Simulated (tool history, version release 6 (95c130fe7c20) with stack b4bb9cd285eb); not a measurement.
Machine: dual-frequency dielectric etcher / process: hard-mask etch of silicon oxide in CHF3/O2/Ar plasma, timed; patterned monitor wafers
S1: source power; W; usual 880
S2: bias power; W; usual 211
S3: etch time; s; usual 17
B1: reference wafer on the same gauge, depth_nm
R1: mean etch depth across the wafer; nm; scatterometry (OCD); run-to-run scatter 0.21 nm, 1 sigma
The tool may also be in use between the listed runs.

| run | hour | S1 | S2 | S3 | B1 | R1 |
|---|---|---|---|---|---|---|
| 1 | 0 | 1020 | 188 | 17 | 38.51 | 39.16 |
| 2 | 12.4 | 1020 | 188 | 17 | 38.5 | 39.18 |
| 3 | 28.1 | 880 | 211 | 17 | 38.48 | 36.79 |
| 4 | 45.7 | 880 | 211 | 17 | 38.5 | 36.65 |
| 5 | 54.8 | 880 | 211 | 17 | 38.51 | 37.02 |
| 6 | 70 | 880 | 211 | 17 | 38.52 | 36.4 |
| 7 | 82 | 880 | 211 | 17 | 38.54 | 36.68 |
| 8 | 97 | 880 | 211 | 17 | 38.59 | 36.73 |
|  | 113.8 | bias power generator calibrated |
| 9 | 141.1 | 880 | 243 | 17 | 38.48 | 37.17 |
| 10 | 153.1 | 880 | 243 | 17 | 38.5 | 37.18 |
| 11 | 159.2 | 880 | 211 | 17 | 38.46 | 36.13 |
|  | 166.9 | gauge calibrated |
|  | 198.9 | upper electrode replaced, of another model than before |
| 12 | 199.4 | 880 | 211 | 17 | 38.47 | 35.65 |
| 13 | 199.8 | 880 | 211 | 17 | 38.48 | 35.77 |
| 14 | 200.1 | 880 | 211 | 15.5 | 38.53 | 32.97 |
| 15 | 210.7 | 880 | 211 | 17 | 38.48 | 36.3 |
|  | 235.1 | wet clean of the chamber |
| 16 | 235.6 | 880 | 233 | 17 | 38.56 | 38.53 |
| 17 | 235.9 | 760 | 237 | 14.5 | 38.52 | 31.19 |
|  | 244.1 | source power generator calibrated |
| 18 | 244.6 | 880 | 211 | 17 | 38.51 | 37.57 |
| 19 | 251.1 | 880 | 211 | 17 | 38.54 | 37.82 |
| 20 | 264.7 | 1020 | 188 | 17 | 38.45 | 38.78 |
| 21 | 273.8 | 880 | 211 | 17 | 38.52 | 37.68 |
| 22 | 288.8 | 820 | 227 | 21.5 | 38.53 | 47.24 |
| 23 | 295 | 1000 | 166 | 15 | 38.62 | 33.88 |
| 24 | 302.8 | 770 | 253 | 19 | 38.56 | 41.13 |
| 25 | 319.9 | 1020 | 257 | 13 | 38.46 | 30.2 |
| 26 | 327.4 | 750 | 161 | 19 | 38.49 | 38.88 |
| 27 | 335.7 | 700 | 211 | 19 | 38.57 | 39.14 |
| 28 | 347.2 | 880 | 211 | 14.5 | 38.47 | 31.72 |
| 29 | 358.7 | 880 | 178 | 17 | 38.54 | 36.39 |
| 30 | 373.4 | 720 | 186 | 17 | 38.5 | 34.48 |
| 31 | 379.4 | 1030 | 174 | 15 | 38.56 | 33.53 |

For some of the steps in R1 from one run to the next: how much would appear even if the tool had no hidden state, given the settings, what came in and random variation, and how much remains for the hidden state plus any gauge scatter that the measured result and the result without hidden state don't share?
The hidden state here: etch rate over this chamber's usual, %; source power that arrives over what is set, %; bias power that arrives over what is set, %; gauge reads high (%).
Run 8 -> 9: S2 211 -> 243, bias power generator calibrated. R1 +0.44 nm: hidden state -0.24, all else +0.68.
Run 14 -> 15: S3 15.5 -> 17. R1 +3.33 nm: hidden state -0.19, all else +3.52.
Run 15 -> 16: S2 211 -> 233, wet clean of the chamber. R1 +2.23 nm: hidden state +1.78, all else +0.45.
Run 21 -> 22: S1 880 -> 820, S2 211 -> 227, S3 17 -> 21.5. R1 +9.56 nm: hidden state -0.06, all else +9.62.
Run 22 -> 23: S1 820 -> 1000, S2 227 -> 166, S3 21.5 -> 15. R1 -13.36 nm: hidden state -0.04, all else -13.32.
Run 24 -> 25: S1 770 -> 1020, S2 253 -> 257, S3 19 -> 13. R1 -10.93 nm: hidden state -0.05, all else -10.88.
